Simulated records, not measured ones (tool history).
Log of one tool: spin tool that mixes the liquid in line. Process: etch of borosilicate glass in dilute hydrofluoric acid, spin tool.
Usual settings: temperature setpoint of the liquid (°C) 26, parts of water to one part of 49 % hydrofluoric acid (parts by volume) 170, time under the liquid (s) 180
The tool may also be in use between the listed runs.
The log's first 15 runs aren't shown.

run	hour	temperature setpoint of the liquid (°C)	parts of water to one part of 49 % hydrofluoric acid (parts by volume)	time under the liquid (s)	wafers since the last listed run	hours since the thermometer was replaced	hours since the hydrofluoric acid flow meter was replaced	hours since the gauge calibration	read-back film thickness of the borosilicate glass reference wafer, read on the same gauge (nm)	thickness taken off the borosilicate glass on a monitor wafer (Å)
16	1747.4	27.5	170	180	2890	479.8	855.1	2761.1	50.02	322.9
17	1787.3	24.5	90	125	413	519.7	895	2801	50	418
18	1839.1	26	170	270	536	571.5	946.8	2852.8	49.98	460.8
19	1939.7	26	170	180	1042	672.1	1047.4	2953.4	50	307.2
20	2033.7	26	170	285	974	766.1	1141.4	3047.4	50.01	486.2
# hour 2102.1: hydrofluoric acid flow meter replaced
21	2123.1	26	255	180	916	855.5	21	3136.8	50.02	183.4
# hour 2165.1: gauge calibrated
22	2220.2	26	170	275	1006	952.6	118.1	55.1	50	460.8
23	2293.5	24.5	225	180	759	1025.9	191.4	128.4	49.99	205.8
24	2353.2	30.5	125	180	618	1085.6	251.1	188.1	50.01	515.3
25	2440.4	26	135	265	903	1172.8	338.3	275.3	50.01	588.3
26	2544.7	26	170	180	1081	1277.1	442.6	379.6	49.98	304.9
27	2609.7	31	170	180	673	1342.1	507.6	444.6	50.01	365.6
28	2662.5	24	170	180	547	1394.9	560.4	497.4	50.01	282.6

The next listed run, before its measurement:
29	2712.8	26	130	260	521	1445.2	610.7	547.7	?	?

read-back film thickness of the borosilicate glass reference wafer, read on the same gauge (nm): 49.98
thickness taken off the borosilicate glass on a monitor wafer (Å): 603.5
Without the tool's hidden state the same run would have given thickness taken off the borosilicate glass on a monitor wafer (Å) 598.8.
